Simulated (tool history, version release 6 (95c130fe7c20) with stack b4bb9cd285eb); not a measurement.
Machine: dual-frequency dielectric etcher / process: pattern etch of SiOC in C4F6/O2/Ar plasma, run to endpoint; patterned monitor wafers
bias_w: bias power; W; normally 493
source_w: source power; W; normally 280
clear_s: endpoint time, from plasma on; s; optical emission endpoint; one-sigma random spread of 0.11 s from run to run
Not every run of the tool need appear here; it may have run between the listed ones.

run,day,bias_w,source_w,"incoming incoming film thickness, nm",clear_s
1,0.000,493,280,36.21,14.2
# day 1.467: wet clean of the chamber
2,2.746,493,280,36.01,14.7
3,4.267,493,280,36.28,14.7
4,5.446,580,280,35.73,13.5
5,8.304,580,280,36.23,13.8
6,10.183,580,280,36.14,13.4
7,12.729,493,280,35.82,14.2
# day 13.946: upper electrode replaced
8,15.396,493,280,35.89,14.2
9,18.379,493,280,35.55,13.7
10,19.817,493,280,36.32,14.1
# day 20.992: wet clean of the chamber
11,22.600,414,320,36.58,15.7
# day 23.238: bias power generator calibrated
12,26.167,549,310,36.10,13.8
# day 27.388: source power generator calibrated
13,28.758,559,330,36.48,13.5
14,29.983,602,320,35.98,13.0
15,31.404,493,280,36.34,14.6
16,32.408,613,320,36.09,13.0
17,35.762,592,280,36.07,13.4
18,37.683,580,280,36.15,13.4
# day 39.692: wet clean of the chamber
19,39.712,574,250,36.35,14.4
20,41.488,404,280,36.37,15.8
21,43.262,493,340,36.19,14.1
22,44.812,597,330,36.28,13.4
23,46.158,424,280,36.05,15.7

3 ways to go on from here, each from the tool as it stands after run 23. What would each give?
A,46.175,493,280,36.19,?
B,46.175,584,320,36.19,?
C,46.175,444,310,36.19,?

run,clear_s
A,14.7
B,13.3
C,14.9
Without the tool's unlogged condition, the same runs would have read:
run,clear_s
A,14.9
B,13.6
C,15.2
